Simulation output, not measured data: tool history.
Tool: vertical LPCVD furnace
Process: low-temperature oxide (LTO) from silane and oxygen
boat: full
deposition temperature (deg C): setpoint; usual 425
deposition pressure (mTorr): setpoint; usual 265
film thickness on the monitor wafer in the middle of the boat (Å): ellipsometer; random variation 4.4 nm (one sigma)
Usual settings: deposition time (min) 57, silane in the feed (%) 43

run	hour	deposition temperature (deg C)	deposition pressure (mTorr)	deposition time (min)	silane in the feed (%)	read-back reference wafer on the same gauge, thickness	film thickness on the monitor wafer in the middle of the boat (Å)
1	0	425	250	66	43	1017.1	9978.5
2	43.7	425	215	57	43	1021.76	7480.1
3	109	425	215	57	43	1016.87	7505.1
4	173.4	425	215	57	43	1015.96	7459.3
5	243.6	425	265	57	43	1017.9	9214.9
6	300.1	425	265	57	43	1019.45	9274.2
7	343.4	425	265	57	43	1016.83	9221.3
8	405.9	425	265	57	43	1019.34	9174.3
9	470.7	425	265	57	43	1019.8	9248.7
10	509.7	425	265	61.5	43	1019.21	9910.5
11	544.2	425	265	61.5	43	1017.7	9970.3
12	614.1	425	265	57	43	1018.52	9244.8
13	674.7	425	265	57	43	1019.44	8893.3
14	743.3	425	265	57	43	1019.66	8918.4
15	772.9	425	300	57	43	1019.45	10169.6
16	839.4	425	300	57	43	1019.1	10077
17	907.2	425	200	57	43	1019.91	6728.8
18	948.3	416	235	46.5	43	1021.55	5931
19	1020.3	425	265	76.5	43	1019.57	11855.2
20	1053.3	420	265	57	36	1020.21	6932.2
21	1111.1	425	265	57	43	1020.22	8952.2
22	1177.1	425	265	57	43	1017.36	8979.9
23	1245.7	430	265	57	47	1019.43	10220.7
24	1272.1	430	265	72.5	43	1020.28	11911.3
25	1317.2	435	315	35.5	46	1018.29	7783.1
26	1373.1	430	210	73	49	1018.49	10693.4
27	1437.6	425	265	76	36	1020.26	9745.9
28	1472.3	430	265	41	43	1019.17	6792.9
29	1543.6	430	230	57	48	1018.74	8965.1
30	1593.6	425	265	57	43	1018.86	8987.8
31	1773.7	425	265	57	47	1019.87	9760.2
32	1839.5	425	265	57	43	1021.67	8952.1

Taken out of this log: 4 entries between the listed runs. Where each belongs, and how the hidden state differs across it:
Between runs 11 and 12: gauge calibrated (hour 564.4); pressure gauge zeroed (hour 613.6)
  true tube temperature minus thermocouple reading, K: 4.45 -> 4.51
  measured less the result without the state, film thickness on the monitor wafer in the middle of the boat (Å): +420.2 -> +395.3
Between runs 12 and 13: thermocouples replaced and temperature profile calibrated (hour 674.2)
  true tube temperature minus thermocouple reading, K: 4.51 -> 0.621
  measured less the result without the state, film thickness on the monitor wafer in the middle of the boat (Å): +395.3 -> +53.7
Between runs 26 and 27: silane flow controller replaced (hour 1437.1)
  true tube temperature minus thermocouple reading, K: 1.29 -> 1.35
  measured less the result without the state, film thickness on the monitor wafer in the middle of the boat (Å): +125.1 -> +135.2
